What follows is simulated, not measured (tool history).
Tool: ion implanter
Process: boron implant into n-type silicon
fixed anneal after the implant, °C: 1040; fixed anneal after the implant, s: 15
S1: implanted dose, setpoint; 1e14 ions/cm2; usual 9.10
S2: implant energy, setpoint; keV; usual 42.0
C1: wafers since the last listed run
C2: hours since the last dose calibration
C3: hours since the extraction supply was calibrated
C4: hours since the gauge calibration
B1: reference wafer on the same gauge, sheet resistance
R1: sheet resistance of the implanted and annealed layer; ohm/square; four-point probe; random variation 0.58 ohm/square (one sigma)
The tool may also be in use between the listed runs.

run     day     S1    S2    C1      C2      C3      C4      B1      R1
  1   0.000   9.10  42.0     0    22.1  4106.8   703.6  114.13  114.12
  2   1.617   9.10  42.0   602    60.9  4145.6   742.4  114.27  113.73
  3   3.629   9.10  42.0   750   109.2  4193.9   790.7  114.32  115.77
  4   5.792   9.10  42.0   806   161.1  4245.8   842.6  114.48  116.18
  5   7.042   8.13  42.0   466   191.1  4275.8   872.6  114.67  126.81
  6   9.879   8.13  42.0  1057   259.2  4343.9   940.7  114.67  126.85
  7  12.383  11.17  52.0   933   319.3  4404.0  1000.8  114.86   96.15
  8  14.954  11.17  52.0   958   381.0  4465.7  1062.5  115.15   96.41
  9  16.179  10.81  42.0   456   410.4  4495.1  1091.9  115.20  101.22
 10  17.250  10.81  42.0   399   436.1  4520.8  1117.6  115.40  101.05
 11  19.383   9.10  42.0   795   487.3  4572.0  1168.8  115.58  116.13
 12  20.675   9.10  42.0   481   518.3  4603.0  1199.8  115.62  116.00
 13  23.492   9.10  32.5  1050   585.9  4670.6  1267.4  115.93  119.92
 14  25.662   9.10  32.5   809   638.0  4722.7  1319.5  116.24  119.81
 15  28.329   7.06  32.5   994   702.0  4786.7  1383.5  116.53  148.10
     28.662  -- gauge calibrated
 16  29.979   9.10  42.0   615   741.6  4826.3    31.6  113.05  113.70
 17  31.325  10.32  30.5   501   773.9  4858.6    63.9  113.04  105.24
 18  32.567  10.66  35.0   462   803.7  4888.4    93.7  112.99  101.39
 19  34.579   9.10  42.0   750   852.0  4936.7   142.0  113.02  114.51
 20  36.558  10.91  50.0   737   899.5  4984.2   189.5  113.07   96.57
 21  39.371  10.35  29.0  1048   967.0  5051.7   257.0  113.10  106.44
 22  40.583  10.21  29.0   452   996.1  5080.8   286.1  113.16  105.93
 23  41.612  10.74  52.5   383  1020.8  5105.5   310.8  113.13   98.05
     42.875  -- extraction supply calibrated
 24  42.896   9.10  42.0   354  1051.6     0.5   341.6  113.25  114.39
     43.525  -- Faraday cup replaced and dose calibrated
 25  45.738   9.10  36.5   935    53.1    68.7   409.8  113.33  115.59
 26  49.633   8.13  42.0  1452   146.6   162.2   503.3  113.40  126.17
 27  52.617  11.03  30.5  1112   218.2   233.8   574.9  113.57  100.42
 28  54.071  10.59  55.5   542   253.1   268.7   609.8  113.62   98.93
 29  55.333   9.10  47.5   470   283.4   299.0   640.1  113.68  113.88

The same runs without the tool's hidden state, with the same run-to-run variation:
The hidden state here: deviation of the true dose from the Faraday cup's reading, %; deviation of the true energy from its setpoint, %; gauge reads high (%).
run      R1
  1  112.98
  2  112.51
  3  114.40
  4  114.67
  5  125.07
  6  124.89
  7   94.51
  8   94.59
  9   99.22
 10   98.98
 11  113.56
 12  113.31
 13  116.86
 14  116.54
 15  143.70
 16  113.68
 17  105.21
 18  101.36
 19  114.46
 20   96.50
 21  106.32
 22  105.79
 23   97.89
 24  114.17
 25  115.29
 26  125.69
 27   99.93
 28   98.38
 29  113.19

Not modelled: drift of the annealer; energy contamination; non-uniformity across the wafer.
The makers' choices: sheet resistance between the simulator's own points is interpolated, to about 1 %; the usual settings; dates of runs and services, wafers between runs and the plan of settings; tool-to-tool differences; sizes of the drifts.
